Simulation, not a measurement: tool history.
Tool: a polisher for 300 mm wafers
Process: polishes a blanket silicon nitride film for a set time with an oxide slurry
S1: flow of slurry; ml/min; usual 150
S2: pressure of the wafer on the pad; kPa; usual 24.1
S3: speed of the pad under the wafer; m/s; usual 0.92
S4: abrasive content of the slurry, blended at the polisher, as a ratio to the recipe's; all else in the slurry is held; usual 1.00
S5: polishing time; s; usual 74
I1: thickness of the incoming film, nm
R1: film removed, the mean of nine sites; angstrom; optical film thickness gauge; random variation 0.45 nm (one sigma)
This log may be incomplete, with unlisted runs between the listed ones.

run	hour	S1	S2	S3	S4	S5	I1	R1
1	0.0	150	24.1	0.92	1.00	74	643.7	400
2	21.0	150	24.1	0.92	1.00	74	641.1	393
# hour 30.4: slurry blender recalibrated
# hour 37.9: worn pad replaced by a new one
3	44.7	150	24.1	0.92	1.00	74	638.7	430
4	76.0	150	24.1	0.92	1.00	60	639.4	336
# hour 80.1: conditioning disc replaced and pad reconditioned
5	98.3	150	24.1	0.92	1.00	60	647.4	338
6	120.1	150	24.1	0.92	1.00	74	628.8	418
# hour 128.3: slurry nozzle cleaned
7	148.7	150	24.1	0.92	1.00	74	642.7	399
8	163.0	125	24.1	1.12	1.00	74	642.3	438
# hour 178.2: slurry blender recalibrated
# hour 179.4: head pressure recalibrated
9	194.8	150	24.1	0.92	0.80	74	641.3	346
# hour 204.0: worn pad replaced by a new one
10	229.7	150	24.1	0.92	1.00	74	641.3	421
# hour 269.7: conditioning disc replaced and pad reconditioned
11	298.5	150	24.1	0.92	1.00	74	644.5	408
12	313.5	150	24.1	0.92	1.00	58	639.6	313
# hour 326.6: slurry blender recalibrated
13	332.0	195	24.1	0.92	1.00	88	635.5	501
# hour 351.0: worn pad replaced by a new one
14	351.5	150	24.1	0.92	1.00	88	636.9	507

Predict each of these 3 candidate next runs independently; none follows another, all start after run 14:
A	352.0	150	24.1	0.78	1.00	74	639.6	?
B	352.0	150	24.1	0.92	1.15	89	639.6	?
C	352.0	105	21.4	0.92	1.00	97	639.6	?

run	R1
A	383
B	544
C	454
Had the tool no hidden state, the same runs would have come out as:
run	R1
A	383
B	545
C	455
